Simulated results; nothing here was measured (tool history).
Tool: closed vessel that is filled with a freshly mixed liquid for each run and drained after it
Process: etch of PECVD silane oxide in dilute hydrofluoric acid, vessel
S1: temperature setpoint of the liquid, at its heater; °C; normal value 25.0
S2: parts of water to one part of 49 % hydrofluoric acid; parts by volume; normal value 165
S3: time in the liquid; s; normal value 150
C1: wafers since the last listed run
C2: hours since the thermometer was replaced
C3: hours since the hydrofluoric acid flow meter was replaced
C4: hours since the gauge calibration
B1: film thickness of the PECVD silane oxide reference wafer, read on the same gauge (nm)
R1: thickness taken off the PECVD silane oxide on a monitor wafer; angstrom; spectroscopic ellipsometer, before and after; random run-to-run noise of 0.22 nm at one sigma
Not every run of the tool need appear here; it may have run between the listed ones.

| run | hour | S1 | S2 | S3 | C1 | C2 | C3 | C4 | B1 | R1 |
|---|---|---|---|---|---|---|---|---|---|---|
| 1 | 0.0 | 25.0 | 165 | 185 | 0 | 780.1 | 1433.8 | 2128.5 | 100.03 | 496.4 |
| 2 | 33.9 | 25.0 | 165 | 185 | 2445 | 814.0 | 1467.7 | 2162.4 | 99.97 | 493.1 |
| 3 | 82.6 | 25.0 | 135 | 190 | 3512 | 862.7 | 1516.4 | 2211.1 | 99.99 | 641.6 |
|  | 103.3 | thermometer replaced |
| 4 | 147.8 | 25.0 | 135 | 190 | 4630 | 44.5 | 1581.6 | 2276.3 | 100.00 | 645.7 |
| 5 | 214.7 | 25.0 | 135 | 190 | 4825 | 111.4 | 1648.5 | 2343.2 | 100.01 | 645.7 |
| 6 | 337.7 | 23.5 | 165 | 195 | 8871 | 234.4 | 1771.5 | 2466.2 | 100.02 | 496.6 |
| 7 | 487.3 | 23.5 | 165 | 195 | 10790 | 384.0 | 1921.1 | 2615.8 | 99.97 | 495.5 |
|  | 495.8 | gauge calibrated |
| 8 | 534.4 | 23.5 | 165 | 195 | 3397 | 431.1 | 1968.2 | 38.6 | 99.99 | 497.2 |
| 9 | 574.5 | 25.0 | 200 | 150 | 2892 | 471.2 | 2008.3 | 78.7 | 99.99 | 323.1 |
| 10 | 603.6 | 20.5 | 120 | 110 | 2098 | 500.3 | 2037.4 | 107.8 | 100.01 | 364.2 |
| 11 | 632.8 | 25.0 | 165 | 150 | 2106 | 529.5 | 2066.6 | 137.0 | 100.02 | 404.1 |
| 12 | 657.4 | 22.5 | 220 | 190 | 1774 | 554.1 | 2091.2 | 161.6 | 99.99 | 330.6 |
| 13 | 706.2 | 25.0 | 165 | 150 | 3519 | 602.9 | 2140.0 | 210.4 | 100.03 | 410.1 |
| 14 | 745.5 | 25.0 | 165 | 70 | 2834 | 642.2 | 2179.3 | 249.7 | 100.01 | 190.2 |
| 15 | 774.8 | 21.0 | 165 | 100 | 2113 | 671.5 | 2208.6 | 279.0 | 100.02 | 232.5 |
| 16 | 823.5 | 22.0 | 205 | 150 | 3512 | 720.2 | 2257.3 | 327.7 | 99.99 | 280.6 |
| 17 | 879.7 | 25.0 | 165 | 150 | 4053 | 776.4 | 2313.5 | 383.9 | 100.04 | 413.3 |
| 18 | 945.7 | 21.0 | 230 | 220 | 4760 | 842.4 | 2379.5 | 449.9 | 100.00 | 343.3 |
|  | 970.9 | hydrofluoric acid flow meter replaced |
| 19 | 1016.3 | 25.0 | 140 | 185 | 5020 | 913.0 | 45.4 | 520.5 | 99.98 | 589.0 |
| 20 | 1076.3 | 25.0 | 120 | 150 | 4327 | 973.0 | 105.4 | 580.5 | 100.00 | 575.2 |
|  | 1135.2 | thermometer replaced |
| 21 | 1143.1 | 25.0 | 165 | 150 | 4746 | 7.9 | 172.2 | 647.3 | 100.01 | 399.1 |
| 22 | 1207.1 | 25.0 | 140 | 120 | 4616 | 71.9 | 236.2 | 711.3 | 100.01 | 384.0 |
| 23 | 1256.8 | 22.5 | 195 | 210 | 3584 | 121.6 | 285.9 | 761.0 | 100.00 | 413.9 |
| 24 | 1297.5 | 25.0 | 165 | 110 | 2935 | 162.3 | 326.6 | 801.7 | 100.00 | 293.6 |
| 25 | 1349.8 | 25.0 | 135 | 150 | 3772 | 214.6 | 378.9 | 854.0 | 100.03 | 504.7 |
| 26 | 1380.2 | 25.0 | 165 | 150 | 2192 | 245.0 | 409.3 | 884.4 | 100.04 | 397.5 |

What does the tool deliver on the next run?
| 27 | 1434.2 | 28.5 | 90 | 110 | 3894 | 299.0 | 463.3 | 938.4 | ? | ? |

Run 27 measured B1 99.99, R1 666.5 angstrom.
With the hidden condition absent and the run-to-run variation left alone, this run would have shown R1 658.3 angstrom.

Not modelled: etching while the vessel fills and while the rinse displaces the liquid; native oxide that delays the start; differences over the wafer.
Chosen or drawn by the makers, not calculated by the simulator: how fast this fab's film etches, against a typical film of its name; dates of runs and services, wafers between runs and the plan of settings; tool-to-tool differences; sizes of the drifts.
